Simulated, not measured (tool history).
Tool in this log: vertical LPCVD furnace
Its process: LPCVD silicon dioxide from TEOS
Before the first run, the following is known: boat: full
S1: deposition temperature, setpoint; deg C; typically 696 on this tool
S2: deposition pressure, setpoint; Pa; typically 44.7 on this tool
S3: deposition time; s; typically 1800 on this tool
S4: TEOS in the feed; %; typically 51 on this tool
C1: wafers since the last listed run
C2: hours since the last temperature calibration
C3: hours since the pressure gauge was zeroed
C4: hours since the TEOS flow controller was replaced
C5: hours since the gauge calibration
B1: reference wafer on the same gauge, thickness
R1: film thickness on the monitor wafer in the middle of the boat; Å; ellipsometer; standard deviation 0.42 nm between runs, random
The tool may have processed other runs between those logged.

run    hour   S1    S2    S3  S4    C1      C2      C3      C4      C5      B1      R1
  1       0  696  44.7  1800  51     0  2914.8   647.8  4844.6  1086.1   176.1  1670.3
  2    89.4  696  44.7  1800  51  1073  3004.2   737.2    4934  1175.5  175.94  1671.2
  3   271.3  696  44.7  1800  51  2184  3186.1   919.1  5115.9  1357.4   176.2  1679.1
  4     342  696  44.7  1800  51   849  3256.8   989.8  5186.6  1428.1  176.12  1665.4
  5     449  696  44.7  1800  51  1285  3363.8  1096.8  5293.6  1535.1  175.97  1672.6
      490.7  -- gauge calibrated
  6   505.9  696  51.3  1800  51   683  3420.7  1153.7  5350.5    15.2  175.96  1792.4
  7   556.4  690  44.7  1800  51   606  3471.2  1204.2    5401    65.7  176.08  1447.8
  8   638.5  696  44.7  1800  51   985  3553.3  1286.3  5483.1   147.8   175.9  1680.4
  9   697.2  696  44.7  1800  51   704    3612    1345  5541.8   206.5  175.92  1669.9
 10   778.6  696  44.7  1800  51   977  3693.4  1426.4  5623.2   287.9  175.98  1672.5
      868.4  -- TEOS flow controller replaced
 11   868.9  696  44.7  1800  51   796  3783.7  1516.7     0.5   378.2  175.95  1674.7
 12   889.3  696  44.7  1800  51   244  3804.1  1537.1    20.9   398.6  176.03  1676.1
 13   985.1  696  44.7  1800  51  1150  3899.9  1632.9   116.7   494.4  175.99  1672.5
     1128.1  -- pressure gauge zeroed
 14  1238.6  696    40  1800  57  2756  4153.4   110.5   370.2   747.9  175.94  1674.2
       1524  -- thermocouples replaced and temperature profile calibrated
 15  1524.5  706  44.7  1560  51  3145     0.5   396.4   656.1  1033.8  176.06  1827.6
 16  1586.3  696  44.7  1800  61   742    62.3   458.2   717.9  1095.6  175.97    1823
 17  1636.2  684  44.7  2400  48   599   112.2   508.1   767.8  1145.5  175.88  1626.4
 18  1734.5  686  44.7  1230  43  1180   210.5   606.4   866.1  1243.8  176.18   830.2
 19  1838.9  704    38  2430  59  1253   314.9   710.8   970.5  1348.2  176.19  2703.4
 20  2017.4  696  44.7  1800  51  2143   493.4   889.3    1149  1526.7     176  1675.9
 21  2097.5  696  44.7  1800  51   961   573.5   969.4  1229.1  1606.8  175.85    1674
     2129.9  -- gauge calibrated
 22  2219.6  696  44.7  1800  51  1466   695.6  1091.5  1351.2    89.7  176.06  1676.5
 23    2287  684  44.7  2160  51   809     763  1158.9  1418.6   157.1  175.96  1511.5

Run 24, settings as shown, results not yet in. Your forecast:
 24  2383.3  704  36  1800  51  1156  859.3  1255.2  1514.9  253.4   ?   ?

Run 24 gave B1 176.06, R1 1806.8 Å.
Take away the tool's hidden state, keep the run-to-run variation as it was, and the same run would have given R1 1806.8 Å.
